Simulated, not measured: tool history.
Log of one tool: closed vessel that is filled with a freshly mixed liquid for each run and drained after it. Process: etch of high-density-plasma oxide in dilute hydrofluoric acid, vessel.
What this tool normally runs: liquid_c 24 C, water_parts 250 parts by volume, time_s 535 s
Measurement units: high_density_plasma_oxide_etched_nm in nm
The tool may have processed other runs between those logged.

run,day,liquid_c,water_parts,time_s,wafers since the last listed run,hours since the thermometer was replaced,hours since the hydrofluoric acid flow meter was replaced,hours since the gauge calibration,"read-back film thickness of the high-density-plasma oxide reference wafer, read on the same gauge (nm)",high_density_plasma_oxide_etched_nm
1,0,24,185,535,0,1383.2,1106,377.3,130.01,23.94
2,0.342,24,185,535,745,1391.4,1114.2,385.5,130,23.81
3,0.85,24,250,665,1109,1403.6,1126.4,397.7,129.95,20.81
4,1.433,24,250,665,1273,1417.6,1140.4,411.7,130,20.71
5,1.879,24,250,535,973,1428.3,1151.1,422.4,130.01,16.41
6,2.612,24,250,535,1601,1445.9,1168.7,440,130.03,16.57
7,3.171,24,250,535,1219,1459.3,1182.1,453.4,130.02,16.63
8,3.683,24,250,535,1118,1471.6,1194.4,465.7,130.03,16.62
9,3.946,24,250,535,573,1477.9,1200.7,472,129.98,16.59
10,4.417,24,250,385,1027,1489.2,1212,483.3,129.97,12.01
11,5,24,250,675,1273,1503.2,1226,497.3,130,21.11
# day 5.508: gauge calibrated
12,5.679,24,250,675,1482,1519.5,1242.3,4.1,129.99,20.78
13,5.938,26.5,315,535,564,1525.7,1248.5,10.3,129.97,13.37
14,6.212,21.5,250,535,600,1532.3,1255.1,16.9,130.01,15.21
15,6.954,24,135,425,1619,1550.1,1272.9,34.7,130,27.34
16,7.229,20,295,535,600,1556.7,1279.5,41.3,129.99,11.55
17,7.625,24,360,535,864,1566.2,1289,50.8,130,10.38
18,7.908,24,150,535,618,1573,1295.8,57.6,130,31.36
19,9.929,27,300,535,4412,1621.5,1344.3,106.1,130,14.64
20,10.275,21.5,140,535,755,1629.8,1352.6,114.4,129.97,30.54
21,10.812,24,250,535,1173,1642.7,1365.5,127.3,129.98,16.66
# day 11.179: thermometer replaced
22,11.325,28.5,250,750,1027,3.5,1377.8,139.6,130.01,27.31
# day 11.729: hydrofluoric acid flow meter replaced
23,11.75,21,250,755,836,13.7,0.5,149.8,130.03,20.81
24,12.142,24,170,315,855,23.1,9.9,159.2,130,15.55
25,12.867,24,135,425,1582,40.5,27.3,176.6,130.03,27.31
26,13.496,22.5,340,850,1373,55.6,42.4,191.7,129.98,16.86
27,13.854,24,250,535,782,64.2,51,200.3,130.02,16.64
28,14.35,24,250,535,1082,76.1,62.9,212.2,130.01,16.57
29,14.829,26,345,690,1046,87.6,74.4,223.7,129.97,15.07
30,15.442,24,250,380,1337,102.3,89.1,238.4,130,11.93
31,15.85,22,310,755,891,112.1,98.9,248.2,129.96,16.46

Alternative continuations, all from the tool just after run 31; predict every row:
A,15.883,24,250,535,72,112.9,99.7,249,?,?
B,15.883,24,190,710,72,112.9,99.7,249,?,?
C,15.883,19.5,330,230,72,112.9,99.7,249,?,?
D,15.883,22.5,250,690,72,112.9,99.7,249,?,?
E,15.883,29,250,535,72,112.9,99.7,249,?,?

run,"read-back film thickness of the high-density-plasma oxide reference wafer, read on the same gauge (nm)",high_density_plasma_oxide_etched_nm
A,129.99,16.37
B,129.99,30.45
C,129.99,4.21
D,129.99,20
E,129.99,19.48
Without the tool's unlogged condition, the same runs would have read:
run,high_density_plasma_oxide_etched_nm
A,16.37
B,30.45
C,4.21
D,20
E,19.48

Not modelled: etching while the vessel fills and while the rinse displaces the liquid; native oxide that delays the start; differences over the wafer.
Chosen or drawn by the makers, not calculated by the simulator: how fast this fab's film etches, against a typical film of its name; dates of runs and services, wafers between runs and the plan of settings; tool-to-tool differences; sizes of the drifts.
